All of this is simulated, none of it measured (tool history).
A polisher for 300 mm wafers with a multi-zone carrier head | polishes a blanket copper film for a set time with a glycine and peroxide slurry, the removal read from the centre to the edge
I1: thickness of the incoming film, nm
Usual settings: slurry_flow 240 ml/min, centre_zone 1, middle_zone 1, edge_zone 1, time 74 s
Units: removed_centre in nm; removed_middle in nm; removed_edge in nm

run 1 hour=0 | slurry_flow=240 centre_zone=1 middle_zone=1.04 edge_zone=1 time=74 | I1=2314 | removed_centre=448.5 removed_middle=448.8 removed_edge=444
run 2 hour=15.6 | slurry_flow=240 centre_zone=1.08 middle_zone=1 edge_zone=1 time=74 | I1=2330.7 | removed_centre=461.7 removed_middle=431.3 removed_edge=432.8
run 3 hour=23.6 | slurry_flow=240 centre_zone=1.08 middle_zone=1 edge_zone=1 time=74 | I1=2356 | removed_centre=456.4 removed_middle=427.4 removed_edge=434
run 4 hour=31.1 | slurry_flow=240 centre_zone=1 middle_zone=1 edge_zone=1 time=74 | I1=2350.7 | removed_centre=428.3 removed_middle=435.6 removed_edge=429.2
run 5 hour=46.2 | slurry_flow=240 centre_zone=1 middle_zone=1 edge_zone=1 time=74 | I1=2325.8 | removed_centre=430.1 removed_middle=419.6 removed_edge=412.1
run 6 hour=54.2 | slurry_flow=210 centre_zone=1 middle_zone=1 edge_zone=0.96 time=74 | I1=2328.2 | removed_centre=415.9 removed_middle=415.9 removed_edge=418.7
run 7 hour=62.2 | slurry_flow=210 centre_zone=1 middle_zone=1 edge_zone=0.96 time=74 | I1=2318.8 | removed_centre=414.4 removed_middle=410.9 removed_edge=414.6
run 8 hour=70.6 | slurry_flow=240 centre_zone=1 middle_zone=1 edge_zone=1 time=59 | I1=2362 | removed_centre=336.6 removed_middle=327.5 removed_edge=334.3
-- hour=85.5 slurry nozzle cleaned
-- hour=86.1 worn pad replaced by a new one
run 9 hour=88.1 | slurry_flow=240 centre_zone=1 middle_zone=1 edge_zone=0.95 time=74 | I1=2384.2 | removed_centre=448.4 removed_middle=444.9 removed_edge=426.2
run 10 hour=95.6 | slurry_flow=240 centre_zone=1 middle_zone=1 edge_zone=1 time=74 | I1=2342.6 | removed_centre=440.6 removed_middle=439.4 removed_edge=436.4
-- hour=101.5 carrier head's membrane replaced by a new one
run 11 hour=109.8 | slurry_flow=240 centre_zone=1 middle_zone=1 edge_zone=1.1 time=74 | I1=2352.6 | removed_centre=439.4 removed_middle=435.1 removed_edge=445.7
run 12 hour=125.6 | slurry_flow=240 centre_zone=1 middle_zone=1 edge_zone=1.05 time=94 | I1=2353.6 | removed_centre=541.7 removed_middle=537.3 removed_edge=543.7
-- hour=129.2 edge zone pressure recalibrated
run 13 hour=139.1 | slurry_flow=240 centre_zone=1.11 middle_zone=1 edge_zone=1 time=74 | I1=2325.8 | removed_centre=455.9 removed_middle=419.7 removed_edge=418.9
run 14 hour=155.2 | slurry_flow=240 centre_zone=1 middle_zone=1 edge_zone=1 time=74 | I1=2351.5 | removed_centre=413 removed_middle=422 removed_edge=414.6
run 15 hour=165.2 | slurry_flow=170 centre_zone=1 middle_zone=1 edge_zone=0.93 time=74 | I1=2320.2 | removed_centre=397.9 removed_middle=397.1 removed_edge=381.7
-- hour=174.5 worn pad replaced by a new one
run 16 hour=175.1 | slurry_flow=240 centre_zone=1 middle_zone=1 edge_zone=1 time=57 | I1=2348.2 | removed_centre=341.5 removed_middle=342.9 removed_edge=344.6
-- hour=181.7 centre zone pressure recalibrated
run 17 hour=191.8 | slurry_flow=240 centre_zone=1 middle_zone=1 edge_zone=1 time=48 | I1=2391.1 | removed_centre=283.8 removed_middle=278.7 removed_edge=272.1
run 18 hour=199 | slurry_flow=215 centre_zone=0.96 middle_zone=1 edge_zone=1 time=74 | I1=2372.3 | removed_centre=408.5 removed_middle=417.5 removed_edge=427.9
run 19 hour=206 | slurry_flow=205 centre_zone=0.94 middle_zone=0.89 edge_zone=1 time=62 | I1=2349.8 | removed_centre=340.4 removed_middle=324.4 removed_edge=348.4
run 20 hour=222 | slurry_flow=240 centre_zone=1 middle_zone=1 edge_zone=1 time=74 | I1=2370.3 | removed_centre=415.7 removed_middle=419.5 removed_edge=427.4
run 21 hour=236.3 | slurry_flow=240 centre_zone=1.04 middle_zone=1 edge_zone=0.93 time=74 | I1=2302.8 | removed_centre=425.3 removed_middle=419 removed_edge=407.2
run 22 hour=247.7 | slurry_flow=240 centre_zone=1 middle_zone=0.95 edge_zone=1 time=74 | I1=2382 | removed_centre=418.9 removed_middle=404.9 removed_edge=413.1
-- hour=263.4 worn pad replaced by a new one
run 23 hour=263.9 | slurry_flow=240 centre_zone=1 middle_zone=1.07 edge_zone=0.92 time=74 | I1=2390 | removed_centre=454.6 removed_middle=476.5 removed_edge=436.9

What the log doesn't show, run by run:
slurry flow missing at the pad, %: 0 in every run
deviation of the centre zone's pressure from its setpoint, %: 0 in every run
deviation of the edge zone's pressure from its setpoint, %: 0 in every run
H1: removal rate lost through wear of the pad, %
run=1 H1=1.23
run=2 H1=3.36
run=3 H1=4.11
run=4 H1=4.65
run=5 H1=5.43
run=6 H1=5.71
run=7 H1=5.93
run=8 H1=6.11
run=9 H1=0.995
run=10 H1=2.29
run=11 H1=4.04
run=12 H1=5.25
run=13 H1=5.89
run=14 H1=6.38
run=15 H1=6.57
run=16 H1=1.1
run=17 H1=3.73
run=18 H1=4.5
run=19 H1=5.09
run=20 H1=6.05
run=21 H1=6.57
run=22 H1=6.85
run=23 H1=0.366

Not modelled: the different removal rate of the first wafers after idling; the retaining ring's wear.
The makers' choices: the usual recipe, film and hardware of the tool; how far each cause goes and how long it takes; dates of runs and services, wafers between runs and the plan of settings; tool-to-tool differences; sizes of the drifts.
